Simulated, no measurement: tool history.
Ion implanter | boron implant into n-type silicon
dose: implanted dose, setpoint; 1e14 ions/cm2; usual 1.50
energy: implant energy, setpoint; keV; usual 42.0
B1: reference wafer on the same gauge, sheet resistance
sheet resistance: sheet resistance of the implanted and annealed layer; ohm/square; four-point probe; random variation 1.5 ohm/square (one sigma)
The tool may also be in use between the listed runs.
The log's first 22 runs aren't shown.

Run 23, hour 549.9: usual settings but energy 56.5 keV; B1 521.68. Result: sheet resistance 493.75 ohm/square.
Run 24, hour 572.1: usual settings but dose 1.11 1e14 ions/cm2, energy 56.0 keV; B1 521.63. Result: sheet resistance 607.90 ohm/square.
Run 25, hour 590.2: usual settings; B1 521.83. Result: sheet resistance 517.00 ohm/square.
Run 26, hour 619.0: usual settings but dose 1.18 1e14 ions/cm2, energy 49.0 keV; B1 521.77. Result: sheet resistance 597.47 ohm/square.
At hour 635.0: Faraday cup replaced and dose calibrated.
Run 27, hour 650.9: usual settings but dose 1.71 1e14 ions/cm2, energy 52.5 keV; B1 521.76. Result: sheet resistance 470.06 ohm/square.
Run 28, hour 717.0: usual settings but dose 1.76 1e14 ions/cm2; B1 521.46. Result: sheet resistance 473.60 ohm/square.
Run 29, hour 747.6: usual settings; B1 521.65. Result: sheet resistance 527.94 ohm/square.
Run 30, hour 779.3: usual settings but dose 1.64 1e14 ions/cm2, energy 52.5 keV; B1 522.13. Result: sheet resistance 477.78 ohm/square.
Run 31, hour 796.1: usual settings but dose 1.30 1e14 ions/cm2, energy 48.0 keV; B1 521.95. Result: sheet resistance 571.76 ohm/square.
Run 32, hour 813.3: usual settings but dose 1.92 1e14 ions/cm2, energy 50.0 keV; B1 521.98. Result: sheet resistance 430.78 ohm/square.
Run 33, hour 836.0: usual settings but dose 1.23 1e14 ions/cm2, energy 46.0 keV; B1 521.79. Result: sheet resistance 597.20 ohm/square.
Run 34, hour 868.7: usual settings; B1 521.68. Result: sheet resistance 526.41 ohm/square.
Run 35, hour 892.7: usual settings but dose 1.89 1e14 ions/cm2; B1 521.92. Result: sheet resistance 443.40 ohm/square.
Run 36, hour 909.0: usual settings but dose 1.13 1e14 ions/cm2, energy 56.5 keV; B1 521.82. Result: sheet resistance 606.12 ohm/square.
Run 37, hour 933.1: usual settings; B1 522.05. Result: sheet resistance 525.88 ohm/square.

4 ways to go on from here, each from the tool as it stands after run 37. What would each give?
Run A, hour 933.5: usual settings but energy 37.0 keV; B1 ?. Result: sheet resistance ?.
Run B, hour 933.5: usual settings but dose 1.19 1e14 ions/cm2, energy 36.5 keV; B1 ?. Result: sheet resistance ?.
Run C, hour 933.5: usual settings but dose 1.21 1e14 ions/cm2; B1 ?. Result: sheet resistance ?.
Run D, hour 933.5: usual settings but dose 1.63 1e14 ions/cm2, energy 35.5 keV; B1 ?. Result: sheet resistance ?.

run      B1  sheet resistance
  A  522.22            535.48
  B  522.22            635.20
  C  522.22            611.89
  D  522.22            506.88
Without the tool's hidden state the same runs would have given:
run  sheet resistance
  A            546.96
  B            648.57
  C            624.61
  D            517.89
